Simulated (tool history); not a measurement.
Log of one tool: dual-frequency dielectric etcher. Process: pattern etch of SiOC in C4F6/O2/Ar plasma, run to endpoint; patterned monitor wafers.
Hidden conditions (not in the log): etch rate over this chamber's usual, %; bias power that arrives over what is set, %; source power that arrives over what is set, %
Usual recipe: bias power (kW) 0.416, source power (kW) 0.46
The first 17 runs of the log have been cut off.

| run | hour | bias power (kW) | source power (kW) | wafers since the last listed run | hours since the last wet clean | hours since the last bias power generator calibration | hours since the last source power generator calibration | hours since the last upper electrode change | incoming incoming film thickness, nm | endpoint time (s) |
|---|---|---|---|---|---|---|---|---|---|---|
| 18 | 207.9 | 0.416 | 0.46 | 183 | 255.6 | 2630.5 | 49.3 | 3998.5 | 47.43 | 17 |
| 19 | 224.3 | 0.365 | 0.46 | 231 | 272 | 2646.9 | 65.7 | 4014.9 | 46.66 | 18 |
| 20 | 239.4 | 0.446 | 0.42 | 213 | 287.1 | 2662 | 80.8 | 4030 | 47.61 | 17 |
| 21 | 245.5 | 0.416 | 0.46 | 86 | 293.2 | 2668.1 | 86.9 | 4036.1 | 47.13 | 16.9 |
|  | 260 | bias power generator calibrated |
| 22 | 260.5 | 0.511 | 0.54 | 155 | 308.2 | 0.5 | 101.9 | 4051.1 | 47.24 | 14 |
| 23 | 274.1 | 0.416 | 0.46 | 191 | 321.8 | 14.1 | 115.5 | 4064.7 | 47.07 | 16.7 |
| 24 | 290.8 | 0.416 | 0.49 | 235 | 338.5 | 30.8 | 132.2 | 4081.4 | 47 | 16.3 |
|  | 315.9 | upper electrode replaced |
|  | 330.7 | wet clean of the chamber |
| 25 | 331.2 | 0.328 | 0.37 | 22 | 0.5 | 71.2 | 172.6 | 15.3 | 47.54 | 21.5 |
| 26 | 331.5 | 0.416 | 0.46 | 4 | 0.8 | 71.5 | 172.9 | 15.6 | 47.28 | 17 |
| 27 | 331.8 | 0.389 | 0.53 | 4 | 1.1 | 71.8 | 173.2 | 15.9 | 46.57 | 16.4 |
| 28 | 337.8 | 0.467 | 0.38 | 84 | 7.1 | 77.8 | 179.2 | 21.9 | 46.7 | 16.8 |
| 29 | 353.9 | 0.513 | 0.41 | 227 | 23.2 | 93.9 | 195.3 | 38 | 47.04 | 15.7 |
| 30 | 362.5 | 0.52 | 0.37 | 121 | 31.8 | 102.5 | 203.9 | 46.6 | 47.4 | 16.5 |
| 31 | 375.4 | 0.416 | 0.46 | 182 | 44.7 | 115.4 | 216.8 | 59.5 | 47.05 | 16.8 |
| 32 | 389.4 | 0.416 | 0.46 | 197 | 58.7 | 129.4 | 230.8 | 73.5 | 46.93 | 16.7 |
| 33 | 402.4 | 0.504 | 0.53 | 183 | 71.7 | 142.4 | 243.8 | 86.5 | 47 | 14.1 |
| 34 | 420.3 | 0.351 | 0.5 | 252 | 89.6 | 160.3 | 261.7 | 104.4 | 46.72 | 18 |
| 35 | 434.1 | 0.517 | 0.35 | 194 | 103.4 | 174.1 | 275.5 | 118.2 | 47.39 | 16.8 |

Here are 5 independent what-if runs from the current tool condition. What would each one return?
| A | 434.5 | 0.341 | 0.46 | 5 | 103.8 | 174.5 | 275.9 | 118.6 | 46.92 | ? |
| B | 434.5 | 0.461 | 0.46 | 5 | 103.8 | 174.5 | 275.9 | 118.6 | 46.92 | ? |
| C | 434.5 | 0.354 | 0.42 | 5 | 103.8 | 174.5 | 275.9 | 118.6 | 46.92 | ? |
| D | 434.5 | 0.376 | 0.4 | 5 | 103.8 | 174.5 | 275.9 | 118.6 | 46.92 | ? |
| E | 434.5 | 0.456 | 0.37 | 5 | 103.8 | 174.5 | 275.9 | 118.6 | 46.92 | ? |

| run | endpoint time (s) |
|---|---|
| A | 19 |
| B | 15.9 |
| C | 19.3 |
| D | 19 |
| E | 17.5 |
With no hidden state in the tool, these same runs would have given:
| run | endpoint time (s) |
|---|---|
| A | 19 |
| B | 15.9 |
| C | 19.3 |
| D | 19 |
| E | 17.5 |

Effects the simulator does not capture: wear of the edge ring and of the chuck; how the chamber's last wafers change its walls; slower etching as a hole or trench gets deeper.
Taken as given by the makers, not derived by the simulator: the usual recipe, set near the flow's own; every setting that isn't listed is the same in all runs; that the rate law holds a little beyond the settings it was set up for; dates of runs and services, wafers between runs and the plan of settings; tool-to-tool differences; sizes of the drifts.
